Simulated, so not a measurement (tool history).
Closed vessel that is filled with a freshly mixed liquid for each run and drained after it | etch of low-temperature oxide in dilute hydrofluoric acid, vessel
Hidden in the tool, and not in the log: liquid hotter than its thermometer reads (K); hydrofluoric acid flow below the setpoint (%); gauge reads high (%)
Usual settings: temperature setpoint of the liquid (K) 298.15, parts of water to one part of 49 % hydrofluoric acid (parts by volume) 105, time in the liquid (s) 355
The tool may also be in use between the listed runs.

run	hour	temperature setpoint of the liquid (K)	parts of water to one part of 49 % hydrofluoric acid (parts by volume)	time in the liquid (s)	wafers since the last listed run	hours since the thermometer was replaced	hours since the hydrofluoric acid flow meter was replaced	hours since the gauge calibration	read-back film thickness of the low-temperature oxide reference wafer, read on the same gauge (nm)	thickness taken off the low-temperature oxide on a monitor wafer (angstrom)
1	0.0	298.15	105	235	0	1208.9	503.9	1210.5	39.94	386.7
2	60.0	298.15	105	235	4832	1268.9	563.9	1270.5	40.00	386.0
3	122.6	298.15	105	235	5042	1331.5	626.5	1333.1	40.04	385.9
4	164.4	298.15	105	405	3366	1373.3	668.3	1374.9	40.03	668.9
5	228.7	298.15	105	405	5179	1437.6	732.6	1439.2	40.02	668.5
6	281.0	302.15	105	290	4212	1489.9	784.9	1491.5	39.98	559.9
7	310.6	298.15	105	355	2384	1519.5	814.5	1521.1	40.00	585.7
8	372.3	298.15	105	355	4969	1581.2	876.2	1582.8	40.01	589.9
9	430.5	298.15	135	420	4687	1639.4	934.4	1641.0	39.99	521.2
10	493.8	298.15	135	420	5098	1702.7	997.7	1704.3	40.00	526.7
11	534.2	298.15	135	420	3254	1743.1	1038.1	1744.7	40.01	527.2
# hour 578.4: gauge calibrated
12	695.0	298.15	105	355	12952	1903.9	1198.9	116.6	40.04	590.9
13	722.3	298.15	140	355	2198	1931.2	1226.2	143.9	39.99	424.8
14	749.5	298.15	140	355	2190	1958.4	1253.4	171.1	40.00	428.4
15	775.2	298.15	105	355	2070	1984.1	1279.1	196.8	39.97	591.3
# hour 789.3: hydrofluoric acid flow meter replaced
16	801.5	298.15	105	235	2037	2010.4	12.2	223.1	39.97	393.3
17	871.3	296.65	135	295	5622	2080.2	82.0	292.9	39.98	351.7
18	901.3	298.15	105	355	2416	2110.2	112.0	322.9	40.03	597.0
19	931.5	298.15	105	220	2432	2140.4	142.2	353.1	39.98	370.1

Forecast run 20:
20	961.1	302.15	125	185	2384	2170.0	171.8	382.7	?	?

{"run 20": {"read-back film thickness of the low-temperature oxide reference wafer, read on the same gauge (nm)": 40.01, "thickness taken off the low-temperature oxide on a monitor wafer (angstrom)": 297.3}}
Without the tool's hidden state the same run would have given thickness taken off the low-temperature oxide on a monitor wafer (angstrom) 284.3.

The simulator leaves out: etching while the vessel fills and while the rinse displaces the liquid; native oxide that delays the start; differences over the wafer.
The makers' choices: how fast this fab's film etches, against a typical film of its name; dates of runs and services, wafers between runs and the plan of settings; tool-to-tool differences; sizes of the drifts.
